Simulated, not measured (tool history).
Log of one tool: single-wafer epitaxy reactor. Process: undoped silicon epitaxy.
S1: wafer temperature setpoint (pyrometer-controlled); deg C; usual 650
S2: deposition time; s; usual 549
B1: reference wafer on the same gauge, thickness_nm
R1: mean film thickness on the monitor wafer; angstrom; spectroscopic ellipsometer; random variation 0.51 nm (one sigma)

run	day	S1	S2	B1	R1
1	0.000	650	635	104.178	1297.13
2	1.238	650	549	104.184	1120.64
3	2.733	650	589	104.166	1211.28
4	3.354	650	465	104.163	949.33
5	4.317	650	465	104.222	958.46
6	5.492	650	549	104.232	1127.76
# day 6.775: pyrometer calibrated
7	6.904	650	549	104.230	1006.56
8	8.950	657	549	104.159	1181.52
9	10.025	657	549	104.166	1192.08
10	10.979	650	549	104.165	1001.80

The next listed run, before its measurement:
11	12.150	663	449	?	?

{"run 11": {"B1": 104.282, "R1": 1126.69}}
Without the tool's hidden state the same run would have given R1 1103.69 angstrom.
